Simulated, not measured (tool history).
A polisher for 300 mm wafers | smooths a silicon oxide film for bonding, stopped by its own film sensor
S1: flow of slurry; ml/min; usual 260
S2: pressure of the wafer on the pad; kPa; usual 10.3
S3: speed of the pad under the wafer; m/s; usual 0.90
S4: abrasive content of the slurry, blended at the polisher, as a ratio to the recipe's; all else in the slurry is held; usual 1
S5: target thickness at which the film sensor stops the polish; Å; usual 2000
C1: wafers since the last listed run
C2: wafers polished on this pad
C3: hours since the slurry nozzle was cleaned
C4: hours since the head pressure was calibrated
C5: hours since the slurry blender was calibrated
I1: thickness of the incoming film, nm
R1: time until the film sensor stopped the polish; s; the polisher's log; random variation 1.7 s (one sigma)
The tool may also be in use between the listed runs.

Run 1, hour 0.0: usual settings but S3 1.08 m/s; C1 0; C2 1996; C3 164.7; C4 776.6; C5 96.5; I1 257.7. Result: R1 102.5 s.
Run 2, hour 51.6: usual settings but S3 1.08 m/s; C1 424; C2 2421; C3 216.3; C4 828.2; C5 148.1; I1 261.4. Result: R1 105.5 s.
Run 3, hour 110.1: usual settings but S3 1.08 m/s; C1 481; C2 2903; C3 274.8; C4 886.7; C5 206.6; I1 258.7. Result: R1 102.2 s.
At hour 149.0: worn pad replaced by a new one.
Run 4, hour 198.5: usual settings but S1 220 ml/min; C1 695; C2 407; C3 363.2; C4 975.1; C5 295.0; I1 256.4. Result: R1 112.2 s.
At hour 217.3: slurry nozzle cleaned.
Run 5, hour 236.4: usual settings; C1 303; C2 711; C3 19.1; C4 1013.0; C5 332.9; I1 258.7. Result: R1 116.1 s.
At hour 289.7: head pressure recalibrated.
At hour 302.7: slurry blender recalibrated.
Run 6, hour 339.2: usual settings but S2 9.7 kPa; C1 813; C2 1525; C3 121.9; C4 49.5; C5 36.5; I1 257.3. Result: R1 131.0 s.
Run 7, hour 440.0: usual settings but S2 9.7 kPa; C1 830; C2 2355; C3 222.7; C4 150.3; C5 137.3; I1 257.4. Result: R1 130.7 s.
At hour 491.2: worn pad replaced by a new one.
Run 8, hour 534.7: usual settings but S2 9.7 kPa; C1 746; C2 358; C3 317.4; C4 245.0; C5 232.0; I1 260.0. Result: R1 138.6 s.
Run 9, hour 630.7: usual settings; C1 790; C2 1149; C3 413.4; C4 341.0; C5 328.0; I1 258.7. Result: R1 123.5 s.
At hour 634.4: slurry nozzle cleaned.
At hour 684.0: slurry blender recalibrated.
Run 10, hour 738.2: usual settings; C1 860; C2 2009; C3 103.8; C4 448.5; C5 54.2; I1 264.0. Result: R1 132.9 s.
Run 11, hour 843.2: usual settings; C1 864; C2 2874; C3 208.8; C4 553.5; C5 159.2; I1 258.5. Result: R1 118.8 s.
At hour 853.6: worn pad replaced by a new one.
Run 12, hour 900.4: usual settings but S5 1840 Å; C1 438; C2 385; C3 266.0; C4 610.7; C5 216.4; I1 257.9. Result: R1 150.3 s.
Run 13, hour 941.2: usual settings but S5 1840 Å; C1 336; C2 721; C3 306.8; C4 651.5; C5 257.2; I1 257.6. Result: R1 148.0 s.

The next listed run, before its measurement:
Run 14, hour 1012.9: usual settings but S5 2090 Å; C1 590; C2 1312; C3 378.5; C4 723.2; C5 328.9; I1 262.6. Result: R1 ?.

R1: 107.1 s
Without the tool's hidden state the same run would have given R1 117.1 s.
